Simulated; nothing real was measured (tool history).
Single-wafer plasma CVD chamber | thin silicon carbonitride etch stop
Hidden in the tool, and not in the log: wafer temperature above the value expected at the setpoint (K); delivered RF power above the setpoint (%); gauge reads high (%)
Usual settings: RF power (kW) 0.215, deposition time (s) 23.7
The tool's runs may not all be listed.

run,hour,RF power (kW),deposition time (s),wafers since the last listed run,hours since the last thermocouple change,hours since the last RF generator calibration,hours since the showerhead was replaced,hours since the gauge calibration,"read-back reference wafer on the same gauge, thickness_nm",mean film thickness on the monitor wafer (nm)
1,0.0,0.215,23.7,0,1398.6,87.4,5855.5,705.3,12.818,12.632
2,53.0,0.215,23.7,962,1451.6,140.4,5908.5,758.3,12.800,12.662
# hour 67.2: gauge calibrated
3,108.4,0.215,23.7,1006,1507.0,195.8,5963.9,41.2,12.805,12.727
4,156.5,0.215,23.7,873,1555.1,243.9,6012.0,89.3,12.811,12.670
5,222.2,0.215,23.7,1193,1620.8,309.6,6077.7,155.0,12.805,12.623
6,283.1,0.250,23.7,1106,1681.7,370.5,6138.6,215.9,12.804,13.579
7,311.8,0.250,23.7,521,1710.4,399.2,6167.3,244.6,12.781,13.560
# hour 352.8: showerhead replaced
8,383.3,0.250,23.7,1153,1781.9,470.7,30.5,316.1,12.799,13.539
9,420.9,0.185,25.2,683,1819.5,508.3,68.1,353.7,12.798,12.329
10,490.9,0.215,23.7,1271,1889.5,578.3,138.1,423.7,12.793,12.522
11,548.4,0.215,23.7,1044,1947.0,635.8,195.6,481.2,12.797,12.514
12,609.3,0.175,21.1,1106,2007.9,696.7,256.5,542.1,12.805,9.978
13,654.4,0.215,27.4,819,2053.0,741.8,301.6,587.2,12.793,14.467
# hour 713.3: RF generator calibrated
# hour 719.1: gauge calibrated
# hour 808.9: thermocouple changed; heater temperature recalibrated
14,809.4,0.185,19.3,2525,0.5,96.1,456.6,90.3,12.808,9.523
15,876.2,0.215,23.7,1213,67.3,162.9,523.4,157.1,12.793,12.680
16,901.0,0.200,21.1,450,92.1,187.7,548.2,181.9,12.796,10.840
17,942.6,0.175,25.2,755,133.7,229.3,589.8,223.5,12.805,11.978

The next listed run, before its measurement:
18,974.8,0.215,23.7,585,165.9,261.5,622.0,255.7,?,?

{"run 18": {"read-back reference wafer on the same gauge, thickness_nm": 12.809, "mean film thickness on the monitor wafer (nm)": 12.608}}
Without the tool's hidden state the same run would have given mean film thickness on the monitor wafer (nm) 12.671.
